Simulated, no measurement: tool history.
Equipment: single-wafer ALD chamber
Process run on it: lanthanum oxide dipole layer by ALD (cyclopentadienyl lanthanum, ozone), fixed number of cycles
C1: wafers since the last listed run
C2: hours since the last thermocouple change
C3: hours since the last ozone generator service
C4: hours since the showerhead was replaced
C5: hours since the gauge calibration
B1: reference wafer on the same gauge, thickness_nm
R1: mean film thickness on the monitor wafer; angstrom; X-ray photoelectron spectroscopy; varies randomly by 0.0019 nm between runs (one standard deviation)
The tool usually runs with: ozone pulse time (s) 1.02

Run 1, hour 0: usual settings but ozone pulse time (s) 1.29; C1 0; C2 894; C3 263.1; C4 2387.6; C5 1624.6; B1 0.463. Result: R1 5.44 angstrom.
Run 2, hour 99.7: usual settings but ozone pulse time (s) 1.29; C1 1667; C2 993.7; C3 362.8; C4 2487.3; C5 1724.3; B1 0.463. Result: R1 5.5 angstrom.
Run 3, hour 181.5: usual settings but ozone pulse time (s) 1.29; C1 1367; C2 1075.5; C3 444.6; C4 2569.1; C5 1806.1; B1 0.463. Result: R1 5.46 angstrom.
Run 4, hour 284.7: usual settings; C1 1725; C2 1178.7; C3 547.8; C4 2672.3; C5 1909.3; B1 0.463. Result: R1 5.08 angstrom.
Run 5, hour 327.4: usual settings; C1 714; C2 1221.4; C3 590.5; C4 2715; C5 1952; B1 0.463. Result: R1 5.1 angstrom.
At hour 342.8: ozone generator serviced.
Run 6, hour 412: usual settings; C1 1280; C2 1306; C3 69.2; C4 2799.6; C5 2036.6; B1 0.463. Result: R1 5.19 angstrom.
Run 7, hour 477.1: usual settings; C1 1088; C2 1371.1; C3 134.3; C4 2864.7; C5 2101.7; B1 0.463. Result: R1 5.17 angstrom.
At hour 546.1: thermocouple changed; heater temperature recalibrated.
Run 8, hour 577.5: usual settings; C1 1545; C2 31.4; C3 234.7; C4 2965.1; C5 2202.1; B1 0.463. Result: R1 5.19 angstrom.
Run 9, hour 636.7: usual settings; C1 989; C2 90.6; C3 293.9; C4 3024.3; C5 2261.3; B1 0.463. Result: R1 5.17 angstrom.
At hour 695.1: gauge calibrated.
Run 10, hour 732.6: usual settings; C1 1603; C2 186.5; C3 389.8; C4 3120.2; C5 37.5; B1 0.463. Result: R1 5.14 angstrom.
Run 11, hour 825.1: usual settings; C1 1546; C2 279; C3 482.3; C4 3212.7; C5 130; B1 0.463. Result: R1 5.1 angstrom.
At hour 887.2: ozone generator serviced.
Run 12, hour 897.8: usual settings; C1 1081; C2 351.7; C3 10.6; C4 3285.4; C5 202.7; B1 0.463. Result: R1 5.17 angstrom.
Run 13, hour 975.4: usual settings; C1 1297; C2 429.3; C3 88.2; C4 3363; C5 280.3; B1 0.463. Result: R1 5.15 angstrom.
Run 14, hour 1059.7: usual settings but ozone pulse time (s) 0.77; C1 1409; C2 513.6; C3 172.5; C4 3447.3; C5 364.6; B1 0.463. Result: R1 4.66 angstrom.
Run 15, hour 1103.8: usual settings but ozone pulse time (s) 0.62; C1 737; C2 557.7; C3 216.6; C4 3491.4; C5 408.7; B1 0.463. Result: R1 4.27 angstrom.
Run 16, hour 1180.7: usual settings but ozone pulse time (s) 1.2; C1 1285; C2 634.6; C3 293.5; C4 3568.3; C5 485.6; B1 0.463. Result: R1 5.35 angstrom.
Run 17, hour 1271.3: usual settings but ozone pulse time (s) 1.29; C1 1515; C2 725.2; C3 384.1; C4 3658.9; C5 576.2; B1 0.463. Result: R1 5.47 angstrom.
Run 18, hour 1377.4: usual settings but ozone pulse time (s) 1.31; C1 1774; C2 831.3; C3 490.2; C4 3765; C5 682.3; B1 0.463. Result: R1 5.49 angstrom.
Run 19, hour 1458.6: usual settings but ozone pulse time (s) 0.67; C1 1357; C2 912.5; C3 571.4; C4 3846.2; C5 763.5; B1 0.463. Result: R1 4.35 angstrom.
Run 20, hour 1532.3: usual settings but ozone pulse time (s) 1.14; C1 1232; C2 986.2; C3 645.1; C4 3919.9; C5 837.2; B1 0.463. Result: R1 5.25 angstrom.
At hour 1543.9: ozone generator serviced.
At hour 1627.4: showerhead replaced.
Run 21, hour 1630.7: usual settings but ozone pulse time (s) 1.15; C1 1377; C2 1084.6; C3 86.8; C4 3.3; C5 935.6; B1 0.463. Result: R1 5.35 angstrom.
Run 22, hour 1675.5: usual settings but ozone pulse time (s) 0.8; C1 749; C2 1129.4; C3 131.6; C4 48.1; C5 980.4; B1 0.463. Result: R1 4.76 angstrom.
At hour 1749.6: thermocouple changed; heater temperature recalibrated.
Run 23, hour 1753.5: usual settings; C1 1170; C2 3.9; C3 209.6; C4 126.1; C5 1058.4; B1 0.463. Result: R1 5.19 angstrom.
Run 24, hour 1858.5: usual settings; C1 1755; C2 108.9; C3 314.6; C4 231.1; C5 1163.4; B1 0.463. Result: R1 5.14 angstrom.
Run 25, hour 1955.9: usual settings but ozone pulse time (s) 0.71; C1 1628; C2 206.3; C3 412; C4 328.5; C5 1260.8; B1 0.463. Result: R1 4.49 angstrom.
Run 26, hour 2059.9: usual settings; C1 1739; C2 310.3; C3 516; C4 432.5; C5 1364.8; B1 0.463. Result: R1 5.11 angstrom.
At hour 2137.2: ozone generator serviced.
Run 27, hour 2137.7: usual settings but ozone pulse time (s) 0.85; C1 1167; C2 388.1; C3 0.5; C4 510.3; C5 1442.6; B1 0.463. Result: R1 4.88 angstrom.
Run 28, hour 2205.8: usual settings but ozone pulse time (s) 0.64; C1 1138; C2 456.2; C3 68.6; C4 578.4; C5 1510.7; B1 0.463. Result: R1 4.35 angstrom.
Run 29, hour 2295.8: usual settings; C1 1505; C2 546.2; C3 158.6; C4 668.4; C5 1600.7; B1 0.463. Result: R1 5.18 angstrom.

Below are 3 alternative next runs, each starting from the tool's condition after run 29. Predict each:
Run A, hour 2296.2: usual settings but ozone pulse time (s) 1.41; C1 6; C2 546.6; C3 159; C4 668.8; C5 1601.1; B1 ?. Result: R1 ?.
Run B, hour 2296.2: usual settings but ozone pulse time (s) 0.89; C1 6; C2 546.6; C3 159; C4 668.8; C5 1601.1; B1 ?. Result: R1 ?.
Run C, hour 2296.2: usual settings but ozone pulse time (s) 1.33; C1 6; C2 546.6; C3 159; C4 668.8; C5 1601.1; B1 ?. Result: R1 ?.

run     B1    R1
  A  0.463   5.6
  B  0.463  4.96
  C  0.463  5.54
Stripped of hidden state, with their random variation kept, the same runs would have yielded:
run    R1
  A  5.62
  B  4.99
  C  5.56
